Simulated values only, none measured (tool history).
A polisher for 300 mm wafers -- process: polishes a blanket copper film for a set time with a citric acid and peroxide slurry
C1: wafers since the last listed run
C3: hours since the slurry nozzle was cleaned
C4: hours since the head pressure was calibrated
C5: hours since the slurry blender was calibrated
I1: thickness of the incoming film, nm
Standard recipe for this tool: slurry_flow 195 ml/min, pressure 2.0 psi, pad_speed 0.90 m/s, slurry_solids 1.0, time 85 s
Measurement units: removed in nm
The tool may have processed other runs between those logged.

run 1 hour=0.0 | slurry_flow=195 pressure=2.0 pad_speed=0.90 slurry_solids=1.0 time=79 | C1=0 wafers_polished_on_this_pad=573 C3=273.8 C4=512.8 C5=348.2 | I1=599.4 | removed=108.8
run 2 hour=6.8 | slurry_flow=195 pressure=2.0 pad_speed=0.90 slurry_solids=1.0 time=79 | C1=39 wafers_polished_on_this_pad=612 C3=280.6 C4=519.6 C5=355.0 | I1=610.6 | removed=108.7
run 3 hour=23.7 | slurry_flow=195 pressure=2.0 pad_speed=0.90 slurry_solids=1.0 time=79 | C1=98 wafers_polished_on_this_pad=710 C3=297.5 C4=536.5 C5=371.9 | I1=591.9 | removed=108.8
run 4 hour=38.1 | slurry_flow=195 pressure=2.0 pad_speed=0.90 slurry_solids=1.0 time=85 | C1=83 wafers_polished_on_this_pad=794 C3=311.9 C4=550.9 C5=386.3 | I1=612.3 | removed=116.2
run 5 hour=46.9 | slurry_flow=195 pressure=2.0 pad_speed=0.90 slurry_solids=1.0 time=85 | C1=51 wafers_polished_on_this_pad=845 C3=320.7 C4=559.7 C5=395.1 | I1=591.0 | removed=116.7
run 6 hour=55.1 | slurry_flow=195 pressure=2.0 pad_speed=0.90 slurry_solids=1.0 time=85 | C1=47 wafers_polished_on_this_pad=892 C3=328.9 C4=567.9 C5=403.3 | I1=598.4 | removed=115.9
run 7 hour=70.1 | slurry_flow=195 pressure=2.0 pad_speed=0.90 slurry_solids=1.0 time=96 | C1=87 wafers_polished_on_this_pad=980 C3=343.9 C4=582.9 C5=418.3 | I1=600.1 | removed=129.1
run 8 hour=84.8 | slurry_flow=250 pressure=2.0 pad_speed=1.18 slurry_solids=1.0 time=108 | C1=85 wafers_polished_on_this_pad=1065 C3=358.6 C4=597.6 C5=433.0 | I1=591.6 | removed=194.5
-- hour=90.4 slurry nozzle cleaned
run 9 hour=101.6 | slurry_flow=195 pressure=1.8 pad_speed=0.90 slurry_solids=1.0 time=85 | C1=91 wafers_polished_on_this_pad=1156 C3=11.2 C4=614.4 C5=449.8 | I1=605.1 | removed=102.0
run 10 hour=117.3 | slurry_flow=235 pressure=2.0 pad_speed=0.90 slurry_solids=1.0 time=85 | C1=91 wafers_polished_on_this_pad=1248 C3=26.9 C4=630.1 C5=465.5 | I1=610.6 | removed=115.1
run 11 hour=128.5 | slurry_flow=195 pressure=2.0 pad_speed=0.74 slurry_solids=1.0 time=69 | C1=64 wafers_polished_on_this_pad=1313 C3=38.1 C4=641.3 C5=476.7 | I1=599.7 | removed=73.6
-- hour=132.0 slurry blender recalibrated
run 12 hour=140.0 | slurry_flow=235 pressure=2.0 pad_speed=1.22 slurry_solids=1.0 time=55 | C1=55 wafers_polished_on_this_pad=1368 C3=49.6 C4=652.8 C5=8.0 | I1=603.9 | removed=122.2
-- hour=157.0 worn pad replaced by a new one
-- hour=157.7 head pressure recalibrated
run 13 hour=180.9 | slurry_flow=235 pressure=1.6 pad_speed=0.90 slurry_solids=1.0 time=102 | C1=209 wafers_polished_on_this_pad=134 C3=90.5 C4=23.2 C5=48.9 | I1=596.7 | removed=132.6
run 14 hour=189.5 | slurry_flow=195 pressure=2.0 pad_speed=0.90 slurry_solids=1.0 time=63 | C1=49 wafers_polished_on_this_pad=184 C3=99.1 C4=31.8 C5=57.5 | I1=591.3 | removed=95.3
run 15 hour=197.2 | slurry_flow=195 pressure=2.0 pad_speed=0.74 slurry_solids=1.0 time=69 | C1=44 wafers_polished_on_this_pad=229 C3=106.8 C4=39.5 C5=65.2 | I1=599.2 | removed=89.4

What if the next run were any one of these 5? Each begins from the tool's condition after run 15:
run A hour=197.6 | slurry_flow=195 pressure=2.0 pad_speed=0.90 slurry_solids=1.0 time=85 | C1=2 wafers_polished_on_this_pad=231 C3=107.2 C4=39.9 C5=65.6 | I1=604.9 | removed=?
run B hour=197.6 | slurry_flow=245 pressure=2.6 pad_speed=0.58 slurry_solids=1.0 time=109 | C1=2 wafers_polished_on_this_pad=231 C3=107.2 C4=39.9 C5=65.6 | I1=604.9 | removed=?
run C hour=197.6 | slurry_flow=145 pressure=2.0 pad_speed=0.90 slurry_solids=1.0 time=85 | C1=2 wafers_polished_on_this_pad=231 C3=107.2 C4=39.9 C5=65.6 | I1=604.9 | removed=?
run D hour=197.6 | slurry_flow=240 pressure=2.0 pad_speed=0.90 slurry_solids=1.0 time=85 | C1=2 wafers_polished_on_this_pad=231 C3=107.2 C4=39.9 C5=65.6 | I1=604.9 | removed=?
run E hour=197.6 | slurry_flow=230 pressure=2.0 pad_speed=0.64 slurry_solids=1.2 time=112 | C1=2 wafers_polished_on_this_pad=231 C3=107.2 C4=39.9 C5=65.6 | I1=604.9 | removed=?

run=A removed=130.9
run=B removed=145.9
run=C removed=124.2
run=D removed=134.5
run=E removed=135.5
Without the tool's hidden state the same runs would have given:
run=A removed=133.4
run=B removed=148.8
run=C removed=126.6
run=D removed=137.1
run=E removed=138.2
